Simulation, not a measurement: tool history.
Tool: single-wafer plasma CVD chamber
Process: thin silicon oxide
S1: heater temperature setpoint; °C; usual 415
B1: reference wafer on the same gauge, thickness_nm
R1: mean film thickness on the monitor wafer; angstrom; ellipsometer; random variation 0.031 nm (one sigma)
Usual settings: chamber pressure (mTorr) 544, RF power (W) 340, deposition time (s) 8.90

{"run": 1, "day": 0.0, "S1": 415, "chamber pressure (mTorr)": 544, "RF power (W)": 310, "deposition time (s)": 8.9, "B1": 12.394, "R1": 104.14}
{"run": 2, "day": 7.775, "S1": 415, "chamber pressure (mTorr)": 544, "RF power (W)": 340, "deposition time (s)": 8.9, "B1": 12.403, "R1": 109.4}
{"day": 9.538, "done": "RF generator calibrated"}
{"run": 3, "day": 9.558, "S1": 415, "chamber pressure (mTorr)": 544, "RF power (W)": 340, "deposition time (s)": 8.9, "B1": 12.401, "R1": 108.78}
{"run": 4, "day": 11.204, "S1": 415, "chamber pressure (mTorr)": 544, "RF power (W)": 340, "deposition time (s)": 8.9, "B1": 12.401, "R1": 109.11}
{"run": 5, "day": 13.408, "S1": 423, "chamber pressure (mTorr)": 544, "RF power (W)": 340, "deposition time (s)": 8.9, "B1": 12.403, "R1": 108.42}
{"run": 6, "day": 14.454, "S1": 423, "chamber pressure (mTorr)": 544, "RF power (W)": 340, "deposition time (s)": 8.9, "B1": 12.402, "R1": 108.41}
{"run": 7, "day": 15.912, "S1": 423, "chamber pressure (mTorr)": 544, "RF power (W)": 340, "deposition time (s)": 8.9, "B1": 12.407, "R1": 108.15}
{"day": 16.9, "done": "showerhead replaced"}
{"run": 8, "day": 18.754, "S1": 415, "chamber pressure (mTorr)": 544, "RF power (W)": 340, "deposition time (s)": 8.9, "B1": 12.408, "R1": 108.7}
{"run": 9, "day": 20.179, "S1": 402, "chamber pressure (mTorr)": 454, "RF power (W)": 310, "deposition time (s)": 7.88, "B1": 12.408, "R1": 81.69}
{"day": 26.779, "done": "capacitance manometer re-zeroed and calibrated"}
{"run": 10, "day": 29.012, "S1": 415, "chamber pressure (mTorr)": 627, "RF power (W)": 315, "deposition time (s)": 7.92, "B1": 12.404, "R1": 104.19}
{"run": 11, "day": 30.342, "S1": 409, "chamber pressure (mTorr)": 600, "RF power (W)": 385, "deposition time (s)": 7.67, "B1": 12.395, "R1": 109.16}
{"run": 12, "day": 31.688, "S1": 415, "chamber pressure (mTorr)": 544, "RF power (W)": 310, "deposition time (s)": 8.9, "B1": 12.398, "R1": 105.29}
{"run": 13, "day": 34.388, "S1": 415, "chamber pressure (mTorr)": 544, "RF power (W)": 340, "deposition time (s)": 8.15, "B1": 12.39, "R1": 100.93}
{"run": 14, "day": 36.442, "S1": 408, "chamber pressure (mTorr)": 425, "RF power (W)": 365, "deposition time (s)": 8.33, "B1": 12.398, "R1": 92.1}
{"run": 15, "day": 37.625, "S1": 422, "chamber pressure (mTorr)": 544, "RF power (W)": 280, "deposition time (s)": 8.9, "B1": 12.398, "R1": 96.68}
{"day": 38.217, "done": "gauge calibrated"}
{"day": 38.258, "done": "thermocouple changed; heater temperature recalibrated"}
{"run": 16, "day": 40.508, "S1": 402, "chamber pressure (mTorr)": 544, "RF power (W)": 375, "deposition time (s)": 8.9, "B1": 12.398, "R1": 116.04}
{"run": 17, "day": 42.367, "S1": 415, "chamber pressure (mTorr)": 544, "RF power (W)": 340, "deposition time (s)": 8.9, "B1": 12.399, "R1": 109.25}
{"run": 18, "day": 43.912, "S1": 415, "chamber pressure (mTorr)": 544, "RF power (W)": 340, "deposition time (s)": 8.9, "B1": 12.4, "R1": 109.09}
{"run": 19, "day": 45.042, "S1": 405, "chamber pressure (mTorr)": 447, "RF power (W)": 360, "deposition time (s)": 8.13, "B1": 12.408, "R1": 91.44}
{"run": 20, "day": 46.538, "S1": 403, "chamber pressure (mTorr)": 544, "RF power (W)": 295, "deposition time (s)": 7.24, "B1": 12.4, "R1": 81.56}
{"run": 21, "day": 48.104, "S1": 429, "chamber pressure (mTorr)": 544, "RF power (W)": 365, "deposition time (s)": 8.9, "B1": 12.408, "R1": 112.42}
{"run": 22, "day": 57.033, "S1": 415, "chamber pressure (mTorr)": 490, "RF power (W)": 300, "deposition time (s)": 8.9, "B1": 12.401, "R1": 93.99}
{"run": 23, "day": 59.396, "S1": 426, "chamber pressure (mTorr)": 544, "RF power (W)": 340, "deposition time (s)": 9.55, "B1": 12.398, "R1": 115.48}
{"run": 24, "day": 61.117, "S1": 415, "chamber pressure (mTorr)": 544, "RF power (W)": 400, "deposition time (s)": 8.9, "B1": 12.398, "R1": 117.66}
{"day": 63.85, "done": "capacitance manometer re-zeroed and calibrated"}
{"run": 25, "day": 63.871, "S1": 425, "chamber pressure (mTorr)": 544, "RF power (W)": 340, "deposition time (s)": 8.9, "B1": 12.41, "R1": 111.16}
{"run": 26, "day": 65.779, "S1": 422, "chamber pressure (mTorr)": 544, "RF power (W)": 340, "deposition time (s)": 10.57, "B1": 12.395, "R1": 131.62}
{"run": 27, "day": 68.117, "S1": 423, "chamber pressure (mTorr)": 544, "RF power (W)": 340, "deposition time (s)": 8.9, "B1": 12.399, "R1": 110.34}

What the log doesn't show, run by run:
wafer temperature above the value expected at the setpoint (K): 0 in every run
delivered RF power above the setpoint (%): 0 in every run
gauge reads high (%): 0 in every run
H1: true pressure above the setpoint (%)
run=1 H1=-2.7
run=2 H1=-3.94
run=3 H1=-4.14
run=4 H1=-4.3
run=5 H1=-4.49
run=6 H1=-4.57
run=7 H1=-4.67
run=8 H1=-4.84
run=9 H1=-4.92
run=10 H1=-0.768
run=11 H1=-1.23
run=12 H1=-1.66
run=13 H1=-2.4
run=14 H1=-2.88
run=15 H1=-3.12
run=16 H1=-3.64
run=17 H1=-3.91
run=18 H1=-4.12
run=19 H1=-4.26
run=20 H1=-4.42
run=21 H1=-4.57
run=22 H1=-5.19
run=23 H1=-5.29
run=24 H1=-5.36
run=25 H1=-0.00492
run=26 H1=-0.772
run=27 H1=-1.58

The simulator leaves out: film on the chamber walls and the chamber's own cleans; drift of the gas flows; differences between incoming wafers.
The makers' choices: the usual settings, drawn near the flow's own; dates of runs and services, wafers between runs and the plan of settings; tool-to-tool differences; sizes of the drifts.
